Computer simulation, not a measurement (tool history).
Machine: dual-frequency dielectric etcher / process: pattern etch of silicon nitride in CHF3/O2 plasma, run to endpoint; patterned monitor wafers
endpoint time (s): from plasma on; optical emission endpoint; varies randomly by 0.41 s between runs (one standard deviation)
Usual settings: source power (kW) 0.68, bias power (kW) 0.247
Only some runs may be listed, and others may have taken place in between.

run,hour,source power (kW),bias power (kW),"incoming incoming film thickness, nm",endpoint time (s)
1,0,0.68,0.247,97.5,51.9
2,45.7,0.68,0.247,96.9,52.2
3,136.9,0.68,0.247,96.9,51.2
4,179,0.68,0.247,96.8,50.4
5,221,0.68,0.247,96.2,50
6,273,0.68,0.247,97.6,51.1
7,321.9,0.68,0.296,97.7,46.7
8,374.5,0.68,0.247,97.5,50.1
9,467.4,0.68,0.247,98.1,49.9
# hour 499.9: wet clean of the chamber
10,562.5,0.68,0.247,97.2,52.4
11,663.3,0.68,0.222,98,54.5
12,728.5,0.68,0.222,97.3,53.4
# hour 759.3: source power generator calibrated
13,803.4,0.68,0.247,97.1,50.2
14,866.9,0.68,0.247,97,50.8
15,926.8,0.55,0.247,97,55.1
16,982.7,0.55,0.247,98,55
# hour 1037.1: wet clean of the chamber
17,1037.6,0.68,0.247,97.1,51.9
18,1075.3,0.8,0.285,97.3,46.8
# hour 1088: bias power generator calibrated
19,1128.5,0.75,0.199,96.6,53.5
20,1231.9,0.82,0.276,97.7,45.7
21,1293.1,0.68,0.247,96.6,50.4
22,1337.5,0.68,0.247,98,52
23,1409.5,0.68,0.268,97.8,49.6
24,1475.6,0.68,0.247,97.6,50.4
# hour 1540.3: wet clean of the chamber
# hour 1692: upper electrode replaced
25,1767.9,0.8,0.2,96.7,51.5
26,1825.8,0.56,0.19,97.2,60.4
27,1882.3,0.68,0.303,97.3,46.2
28,1975.3,0.77,0.247,97.6,47.8
# hour 2058: wet clean of the chamber
29,2079.8,0.68,0.272,97.9,51.8
30,2176.5,0.57,0.223,97.8,58.6
31,2272.4,0.58,0.198,97.1,59.9
32,2315.9,0.78,0.208,97.5,51.8
33,2409.3,0.56,0.225,98,56.7
34,2451.2,0.58,0.208,97.2,57.2

The same runs without the tool's hidden state, with the same run-to-run variation:
Hidden state present: etch rate over this chamber's usual, %; source power that arrives over what is set, %; bias power that arrives over what is set, %.
run,endpoint time (s)
1,52.1
2,52.6
3,52.1
4,51.6
5,51.4
6,52.9
7,48.5
8,52.4
9,52.6
10,52.7
11,55.3
12,54.7
13,51.8
14,52.7
15,57.6
16,57.7
17,51.8
18,46.9
19,54
20,46.6
21,51.6
22,53.6
23,51.5
24,52.7
25,53.1
26,62.6
27,48.2
28,50.3
29,51.4
30,58.8
31,60.6
32,52.8
33,58.3
34,59
